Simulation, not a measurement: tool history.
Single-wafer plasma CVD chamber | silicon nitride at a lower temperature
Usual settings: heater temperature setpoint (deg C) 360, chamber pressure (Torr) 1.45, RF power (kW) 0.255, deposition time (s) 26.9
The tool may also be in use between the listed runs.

run	hour	heater temperature setpoint (deg C)	chamber pressure (Torr)	RF power (kW)	deposition time (s)	wafers since the last listed run	hours since the last thermocouple change	hours since the last RF generator calibration	hours since the last manometer calibration	hours since the showerhead was replaced	hours since the gauge calibration	read-back reference wafer on the same gauge, thickness_nm	mean film thickness on the monitor wafer (Å)
1	0.0	360	1.45	0.255	26.9	0	1663.0	2238.7	1833.3	3530.8	204.2	24.007	290.63
2	14.4	360	1.45	0.255	26.9	376	1677.4	2253.1	1847.7	3545.2	218.6	23.997	290.10
3	31.1	360	1.70	0.255	26.9	436	1694.1	2269.8	1864.4	3561.9	235.3	24.005	309.60
4	37.7	360	1.45	0.255	26.9	172	1700.7	2276.4	1871.0	3568.5	241.9	24.008	290.55
5	49.4	360	1.45	0.255	26.9	305	1712.4	2288.1	1882.7	3580.2	253.6	24.008	290.93
6	55.6	360	1.45	0.255	26.9	162	1718.6	2294.3	1888.9	3586.4	259.8	24.008	290.52
# hour 67.2: gauge calibrated
7	68.2	360	1.45	0.255	26.9	329	1731.2	2306.9	1901.5	3599.0	1.0	23.996	290.44
8	83.2	360	1.45	0.255	26.9	392	1746.2	2321.9	1916.5	3614.0	16.0	24.003	290.61
9	102.9	360	1.45	0.255	26.9	515	1765.9	2341.6	1936.2	3633.7	35.7	24.006	290.01
10	109.0	360	1.45	0.255	26.9	159	1772.0	2347.7	1942.3	3639.8	41.8	24.010	290.57
11	127.5	360	1.45	0.255	26.9	483	1790.5	2366.2	1960.8	3658.3	60.3	24.000	290.46
12	136.8	360	1.45	0.255	26.9	243	1799.8	2375.5	1970.1	3667.6	69.6	23.993	290.61
13	150.0	360	1.45	0.255	26.9	345	1813.0	2388.7	1983.3	3680.8	82.8	23.998	289.97
# hour 201.7: RF generator calibrated
14	202.2	360	1.45	0.255	26.9	1155	1865.2	0.5	2035.5	3733.0	135.0	23.996	290.45
15	218.8	353	1.69	0.255	26.9	434	1881.8	17.1	2052.1	3749.6	151.6	24.001	308.59
# hour 242.5: capacitance manometer re-zeroed and calibrated
16	243.0	370	1.45	0.255	29.9	423	1906.0	41.3	0.5	3773.8	175.8	24.004	331.79
17	243.3	360	1.45	0.255	26.9	7	1906.3	41.6	0.8	3774.1	176.1	23.989	299.12
18	252.6	356	1.45	0.235	26.9	243	1915.6	50.9	10.1	3783.4	185.4	24.012	291.01
# hour 264.2: thermocouple changed; heater temperature recalibrated
19	266.5	368	1.36	0.240	26.9	154	2.3	64.8	24.0	3797.3	199.3	24.003	283.80
20	272.7	360	1.79	0.280	26.9	162	8.5	71.0	30.2	3803.5	205.5	23.993	336.52
# hour 285.0: showerhead replaced
21	288.4	360	1.45	0.255	22.5	201	24.2	86.7	45.9	3.4	221.2	24.005	249.86
22	299.4	360	1.31	0.255	26.9	287	35.2	97.7	56.9	14.4	232.2	23.994	284.87
# hour 300.5: gauge calibrated
23	310.3	360	1.45	0.235	26.9	284	46.1	108.6	67.8	25.3	9.8	24.002	290.24
24	343.1	360	1.45	0.225	30.5	857	78.9	141.4	100.6	58.1	42.6	23.999	322.61
25	358.9	349	1.10	0.275	30.2	413	94.7	157.2	116.4	73.9	58.4	24.013	300.87
26	376.9	373	1.45	0.280	30.4	470	112.7	175.2	134.4	91.9	76.4	23.992	345.42
27	386.5	360	1.45	0.210	25.1	250	122.3	184.8	144.0	101.5	86.0	23.997	259.88

4 ways to go on from here, each from the tool as it stands after run 27. What would each give?
A	386.9	360	1.45	0.255	26.9	10	122.7	185.2	144.4	101.9	86.4	?	?
B	386.9	354	1.45	0.300	25.4	10	122.7	185.2	144.4	101.9	86.4	?	?
C	386.9	360	1.79	0.255	26.9	10	122.7	185.2	144.4	101.9	86.4	?	?
D	386.9	360	1.45	0.255	29.7	10	122.7	185.2	144.4	101.9	86.4	?	?

run	read-back reference wafer on the same gauge, thickness_nm	mean film thickness on the monitor wafer (Å)
A	24.001	296.75
B	24.001	298.02
C	24.001	322.39
D	24.001	327.57
Without the tool's hidden state the same runs would have given:
run	mean film thickness on the monitor wafer (Å)
A	299.83
B	301.11
C	325.57
D	330.96

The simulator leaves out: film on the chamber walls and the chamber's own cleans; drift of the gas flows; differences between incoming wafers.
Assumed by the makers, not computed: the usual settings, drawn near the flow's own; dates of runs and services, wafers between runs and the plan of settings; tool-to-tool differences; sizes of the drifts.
